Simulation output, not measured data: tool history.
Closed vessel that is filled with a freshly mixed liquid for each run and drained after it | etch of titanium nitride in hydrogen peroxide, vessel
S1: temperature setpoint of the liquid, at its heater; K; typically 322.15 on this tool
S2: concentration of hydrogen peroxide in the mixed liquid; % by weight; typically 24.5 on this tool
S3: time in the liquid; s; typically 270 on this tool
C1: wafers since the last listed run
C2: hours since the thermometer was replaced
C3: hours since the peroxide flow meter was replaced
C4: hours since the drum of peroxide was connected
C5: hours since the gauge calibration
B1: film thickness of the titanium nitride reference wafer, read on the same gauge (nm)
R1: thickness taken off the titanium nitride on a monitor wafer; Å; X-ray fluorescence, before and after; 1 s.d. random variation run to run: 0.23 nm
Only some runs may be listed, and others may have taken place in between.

run    hour      S1    S2   S3    C1      C2      C3      C4      C5      B1     R1
  1       0  318.15  24.5  270     0  1226.7   696.2   618.2   582.6  120.01  191.3
  2    91.6  318.15  24.5  270  8835  1318.3   787.8   709.8   674.2     120  192.4
  3   193.2  315.65  24.5  270  9800  1419.9   889.4   811.4   775.8  120.03  160.6
  4   242.5  315.65  24.5  270  4755  1469.2   938.7   860.7   825.1  119.99  161.7
  5   331.4  322.15  24.5  270  8575  1558.1  1027.6   949.6     914  119.99  262.5
  6   404.7  322.15  24.5  270  7070  1631.4  1100.9  1022.9   987.3  120.01  259.6
  7     477  322.15  24.5  270  6974  1703.7  1173.2  1095.2  1059.6  120.01  265.8
      481.5  -- peroxide flow meter replaced
  8   521.1  324.15  24.5  270  4157  1747.8    39.6  1139.3  1103.7  120.01  307.2
  9   599.1  324.15  24.5  270  7523  1825.8   117.6  1217.3  1181.7  120.01  308.3
      653.4  -- thermometer replaced
 10   671.9  317.15  24.5  270  6925    18.5   190.4  1290.1  1254.5  120.01  162.1
      706.8  -- gauge calibrated
 11   718.4  315.15  24.5  345  4485      65   236.9  1336.6    11.6     120  175.7
 12   762.1  328.15  18.5  270  4215   108.7   280.6  1380.3    55.3  120.01  338.1
 13   861.4  328.15    28  270  9578     208   379.9  1479.6   154.6  120.01  364.9
 14   925.2  312.15  24.5  200  6154   271.8   443.7  1543.4   218.4  120.01   83.2
      929.5  -- new drum of peroxide connected
 15   962.1  322.15  24.5  270  3462   308.7   480.6    32.6   255.3     120  242.7
 16  1033.1  322.15  24.5  270  6848   379.7   551.6   103.6   326.3  120.01  241.7
 17    1131  315.15  24.5  135  9443   477.6   649.5   201.5   424.2  120.01   72.5
 18  1181.9  331.65    30  410  4909   528.5   700.4   252.4   475.1  119.99  747.1
 19  1248.8  322.15  24.5  175  6453   595.4   767.3   319.3     542  119.99  157.3

Forecast each of these 3 alternatives for the next run:
  A  1249.5  322.15  24.5  270  67  596.1  768  320  542.7   ?   ?
  B  1249.5  322.15  24.5  195  67  596.1  768  320  542.7   ?   ?
  C  1249.5  313.65  19.5  310  67  596.1  768  320  542.7   ?   ?

run      B1     R1
  A  120.02  244.3
  B  120.02  176.4
  C  120.02  142.1
Stripped of hidden state, with their random variation kept, the same runs would have yielded:
run     R1
  A  228.9
  B  165.3
  C  132.6
